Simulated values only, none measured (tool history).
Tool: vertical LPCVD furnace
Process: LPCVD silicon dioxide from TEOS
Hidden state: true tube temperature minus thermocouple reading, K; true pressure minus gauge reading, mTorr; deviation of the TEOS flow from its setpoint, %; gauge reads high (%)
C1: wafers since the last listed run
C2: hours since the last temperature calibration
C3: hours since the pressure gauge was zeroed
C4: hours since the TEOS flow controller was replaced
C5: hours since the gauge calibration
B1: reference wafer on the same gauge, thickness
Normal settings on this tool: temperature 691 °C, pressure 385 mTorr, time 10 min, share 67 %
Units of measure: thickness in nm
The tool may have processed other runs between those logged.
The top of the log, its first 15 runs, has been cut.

Run 16, hour 379.7: usual settings; C1 411; C2 2570.5; C3 96.9; C4 155.6; C5 547.6; B1 65.81. Result: thickness 67.83 nm.
Run 17, hour 421.3: usual settings but temperature 698 °C, share 58 %; C1 721; C2 2612.1; C3 138.5; C4 197.2; C5 589.2; B1 65.7. Result: thickness 74.62 nm.
At hour 465.4: thermocouples replaced and temperature profile calibrated.
Run 18, hour 465.9: usual settings but temperature 702 °C, pressure 460 mTorr, time 7.5 min, share 80 %; C1 357; C2 0.5; C3 183.1; C4 241.8; C5 633.8; B1 65.86. Result: thickness 82.04 nm.
Run 19, hour 482.2: usual settings; C1 282; C2 16.8; C3 199.4; C4 258.1; C5 650.1; B1 66.03. Result: thickness 71.32 nm.
Run 20, hour 507.6: usual settings but temperature 699 °C, time 7.5 min, share 72 %; C1 440; C2 42.2; C3 224.8; C4 283.5; C5 675.5; B1 65.8. Result: thickness 67.26 nm.
Run 21, hour 527.1: usual settings; C1 338; C2 61.7; C3 244.3; C4 303; C5 695; B1 65.81. Result: thickness 72.16 nm.
Run 22, hour 554.8: usual settings but temperature 681 °C, time 13.5 min; C1 480; C2 89.4; C3 272; C4 330.7; C5 722.7; B1 65.62. Result: thickness 76.63 nm.
Run 23, hour 575.7: usual settings but temperature 695 °C, pressure 310 mTorr, share 75 %; C1 362; C2 110.3; C3 292.9; C4 351.6; C5 743.6; B1 65.75. Result: thickness 75.6 nm.
Run 24, hour 589.9: usual settings but share 76 %; C1 246; C2 124.5; C3 307.1; C4 365.8; C5 757.8; B1 65.69. Result: thickness 75.94 nm.
At hour 611.9: gauge calibrated.
At hour 639.4: thermocouples replaced and temperature profile calibrated, repeated, since the last time left the tool worse.
Run 25, hour 639.9: usual settings but pressure 325 mTorr, time 7 min; C1 451; C2 0.5; C3 357.1; C4 415.8; C5 28; B1 65.72. Result: thickness 41.62 nm.
Run 26, hour 651.5: usual settings but pressure 335 mTorr, share 63 %; C1 201; C2 12.1; C3 368.7; C4 427.4; C5 39.6; B1 65.61. Result: thickness 57.61 nm.
Run 27, hour 686: usual settings but temperature 702 °C, pressure 415 mTorr, time 13 min; C1 598; C2 46.6; C3 403.2; C4 461.9; C5 74.1; B1 65.8. Result: thickness 111.85 nm.
Run 28, hour 699.8: usual settings but temperature 682 °C; C1 239; C2 60.4; C3 417; C4 475.7; C5 87.9; B1 65.9. Result: thickness 51.46 nm.
Run 29, hour 718.4: usual settings but temperature 684 °C, pressure 480 mTorr, time 8 min, share 61 %; C1 322; C2 79; C3 435.6; C4 494.3; C5 106.5; B1 65.8. Result: thickness 46.68 nm.
Run 30, hour 749.8: usual settings but temperature 681 °C, pressure 445 mTorr, time 8.5 min; C1 544; C2 110.4; C3 467; C4 525.7; C5 137.9; B1 65.78. Result: thickness 46.47 nm.
Run 31, hour 809.9: usual settings but time 8.5 min, share 62 %; C1 1042; C2 170.5; C3 527.1; C4 585.8; C5 198; B1 65.79. Result: thickness 53.37 nm.

4 ways to go on from here, each from the tool as it stands after run 31. What would each give?
Run A, hour 814.8: usual settings but time 13.5 min; C1 85; C2 175.4; C3 532; C4 590.7; C5 202.9; B1 ?. Result: thickness ?.
Run B, hour 814.8: usual settings but temperature 685 °C; C1 85; C2 175.4; C3 532; C4 590.7; C5 202.9; B1 ?. Result: thickness ?.
Run C, hour 814.8: usual settings but time 7 min, share 63 %; C1 85; C2 175.4; C3 532; C4 590.7; C5 202.9; B1 ?. Result: thickness ?.
Run D, hour 814.8: usual settings but pressure 415 mTorr, time 12 min, share 74 %; C1 85; C2 175.4; C3 532; C4 590.7; C5 202.9; B1 ?. Result: thickness ?.

run     B1  thickness
  A  65.82      86.76
  B  65.82      55.71
  C  65.82      43.62
  D  65.82      84.15
With the hidden condition removed and each run's random variation left untouched, the same runs would have given:
run  thickness
  A      85.74
  B      55.04
  C      43.11
  D      83.15
